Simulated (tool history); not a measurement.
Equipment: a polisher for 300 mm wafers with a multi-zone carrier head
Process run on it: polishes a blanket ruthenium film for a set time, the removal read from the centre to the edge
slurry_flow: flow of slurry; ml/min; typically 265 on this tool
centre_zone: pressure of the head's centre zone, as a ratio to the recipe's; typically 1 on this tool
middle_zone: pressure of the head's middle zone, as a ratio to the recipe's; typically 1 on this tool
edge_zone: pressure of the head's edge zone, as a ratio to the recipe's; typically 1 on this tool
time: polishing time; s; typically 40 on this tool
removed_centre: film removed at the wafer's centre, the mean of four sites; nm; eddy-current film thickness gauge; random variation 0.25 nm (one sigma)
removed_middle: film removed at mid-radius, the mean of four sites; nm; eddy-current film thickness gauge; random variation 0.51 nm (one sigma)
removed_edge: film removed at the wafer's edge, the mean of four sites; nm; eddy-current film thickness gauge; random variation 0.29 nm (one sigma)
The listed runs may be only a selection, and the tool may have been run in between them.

| run | day | slurry_flow | centre_zone | middle_zone | edge_zone | time | wafers since the last listed run | wafers polished on this pad | hours since the slurry nozzle was cleaned | hours since the centre zone pressure was calibrated | hours since the edge zone pressure was calibrated | hours since the carrier head's membrane was replaced | incoming thickness of the incoming film, nm | removed_centre | removed_middle | removed_edge |
|---|---|---|---|---|---|---|---|---|---|---|---|---|---|---|---|---|
| 1 | 0 | 265 | 1 | 1 | 1 | 40 | 0 | 1074 | 92.2 | 592.7 | 710.4 | 467.2 | 544.8 | 39.2 | 39.2 | 39.4 |
|  | 0.583 | worn pad replaced by a new one |
| 2 | 2.729 | 265 | 1 | 1 | 1 | 40 | 475 | 398 | 157.7 | 658.2 | 775.9 | 532.7 | 538.3 | 38.8 | 39.6 | 39.1 |
| 3 | 4.008 | 265 | 1 | 1 | 1.03 | 40 | 237 | 635 | 188.4 | 688.9 | 806.6 | 563.4 | 546.9 | 38.4 | 39.2 | 39.7 |
| 4 | 4.933 | 265 | 1 | 1 | 1.09 | 40 | 171 | 807 | 210.6 | 711.1 | 828.8 | 585.6 | 544.1 | 38.1 | 38.7 | 40.4 |
| 5 | 5.458 | 265 | 1 | 1 | 1 | 40 | 97 | 904 | 223.2 | 723.7 | 841.4 | 598.2 | 535.9 | 38.6 | 38.4 | 38.8 |
| 6 | 6.458 | 265 | 1 | 1 | 1 | 40 | 185 | 1090 | 247.2 | 747.7 | 865.4 | 622.2 | 539.6 | 38.1 | 38.1 | 38.2 |
|  | 6.654 | worn pad replaced by a new one |
|  | 6.788 | slurry nozzle cleaned |
| 7 | 7.95 | 265 | 1 | 0.89 | 0.91 | 40 | 238 | 233 | 27.9 | 783.5 | 901.2 | 658 | 542.7 | 39.4 | 35.8 | 37.9 |
|  | 8.192 | edge zone pressure recalibrated |
| 8 | 9.1 | 265 | 0.97 | 1 | 1.09 | 40 | 197 | 430 | 55.5 | 811.1 | 21.8 | 685.6 | 541.4 | 38.4 | 39.3 | 41.7 |
| 9 | 10.408 | 265 | 1 | 1 | 1 | 40 | 242 | 673 | 86.9 | 842.5 | 53.2 | 717 | 545.2 | 39.1 | 39.2 | 39.4 |
|  | 11.417 | centre zone pressure recalibrated |
| 10 | 11.65 | 265 | 1 | 1 | 1 | 40 | 214 | 888 | 116.7 | 5.6 | 83 | 746.8 | 540.1 | 38.7 | 38.5 | 39.5 |
| 11 | 12.896 | 265 | 1 | 1 | 1 | 40 | 231 | 1119 | 146.6 | 35.5 | 112.9 | 776.7 | 539.3 | 38.4 | 38.9 | 38.9 |
| 12 | 13.925 | 325 | 0.9 | 1.09 | 1 | 47 | 191 | 1310 | 171.3 | 60.2 | 137.6 | 801.4 | 535.4 | 41.6 | 50.7 | 46.8 |
|  | 14.775 | worn pad replaced by a new one |
| 13 | 14.796 | 230 | 1 | 1.09 | 1 | 46 | 130 | 4 | 192.2 | 81.1 | 158.5 | 822.3 | 550.4 | 42.6 | 47.5 | 43.4 |
|  | 15.225 | carrier head's membrane replaced by a new one |
| 14 | 15.517 | 265 | 1.05 | 1 | 1 | 30 | 95 | 99 | 209.5 | 98.4 | 175.8 | 7 | 529.3 | 29.7 | 28.8 | 28.7 |
| 15 | 16.562 | 265 | 1 | 1 | 0.94 | 40 | 194 | 293 | 234.6 | 123.5 | 200.9 | 32.1 | 539.5 | 37.4 | 38 | 37.2 |
| 16 | 17.729 | 265 | 1 | 1 | 1 | 40 | 216 | 509 | 262.6 | 151.5 | 228.9 | 60.1 | 540.4 | 36.8 | 37.3 | 38.2 |
|  | 18.054 | slurry nozzle cleaned |
| 17 | 18.983 | 265 | 1 | 1 | 1 | 40 | 225 | 734 | 22.3 | 181.6 | 259 | 90.2 | 549.7 | 39.8 | 40.1 | 39.7 |
| 18 | 20.304 | 265 | 1 | 0.89 | 1 | 54 | 245 | 980 | 54 | 213.3 | 290.7 | 121.9 | 536.1 | 53.1 | 49.3 | 53.8 |
|  | 21.467 | worn pad replaced by a new one |
| 19 | 21.512 | 290 | 1 | 1.11 | 1 | 40 | 193 | 8 | 83 | 242.3 | 319.7 | 150.9 | 537.5 | 39.5 | 43.2 | 39.1 |
| 20 | 22.192 | 315 | 1 | 0.91 | 1 | 40 | 126 | 134 | 99.3 | 258.6 | 336 | 167.2 | 538.8 | 40.3 | 37.4 | 39.6 |
| 21 | 23.304 | 265 | 1 | 1 | 1 | 40 | 206 | 340 | 126 | 285.3 | 362.7 | 193.9 | 527.6 | 39.2 | 39.9 | 39.5 |
| 22 | 23.896 | 265 | 1 | 1 | 1 | 40 | 109 | 450 | 140.2 | 299.5 | 376.9 | 208.1 | 539.5 | 38.9 | 39 | 39.3 |

Consider 4 possible next runs. They are alternatives, not a sequence: every one starts from the tool as it was left by run 22. What does each give?
| A | 23.912 | 265 | 1 | 1 | 1 | 40 | 3 | 453 | 140.6 | 299.9 | 377.3 | 208.5 | 546.4 | ? | ? | ? |
| B | 23.912 | 265 | 0.96 | 1.12 | 0.91 | 40 | 3 | 453 | 140.6 | 299.9 | 377.3 | 208.5 | 546.4 | ? | ? | ? |
| C | 23.912 | 265 | 1 | 1 | 1 | 28 | 3 | 453 | 140.6 | 299.9 | 377.3 | 208.5 | 546.4 | ? | ? | ? |
| D | 23.912 | 265 | 1 | 0.91 | 1 | 40 | 3 | 453 | 140.6 | 299.9 | 377.3 | 208.5 | 546.4 | ? | ? | ? |

| run | removed_centre | removed_middle | removed_edge |
|---|---|---|---|
| A | 38.7 | 39.7 | 39.3 |
| B | 37.2 | 43.7 | 37.6 |
| C | 27.1 | 27.8 | 27.5 |
| D | 38.7 | 36.7 | 39.4 |
Had the tool no hidden state, the same runs would have come out as:
| run | removed_centre | removed_middle | removed_edge |
|---|---|---|---|
| A | 40 | 40.8 | 40.2 |
| B | 38.4 | 45 | 38.4 |
| C | 28 | 28.6 | 28.1 |
| D | 40 | 37.7 | 40.2 |

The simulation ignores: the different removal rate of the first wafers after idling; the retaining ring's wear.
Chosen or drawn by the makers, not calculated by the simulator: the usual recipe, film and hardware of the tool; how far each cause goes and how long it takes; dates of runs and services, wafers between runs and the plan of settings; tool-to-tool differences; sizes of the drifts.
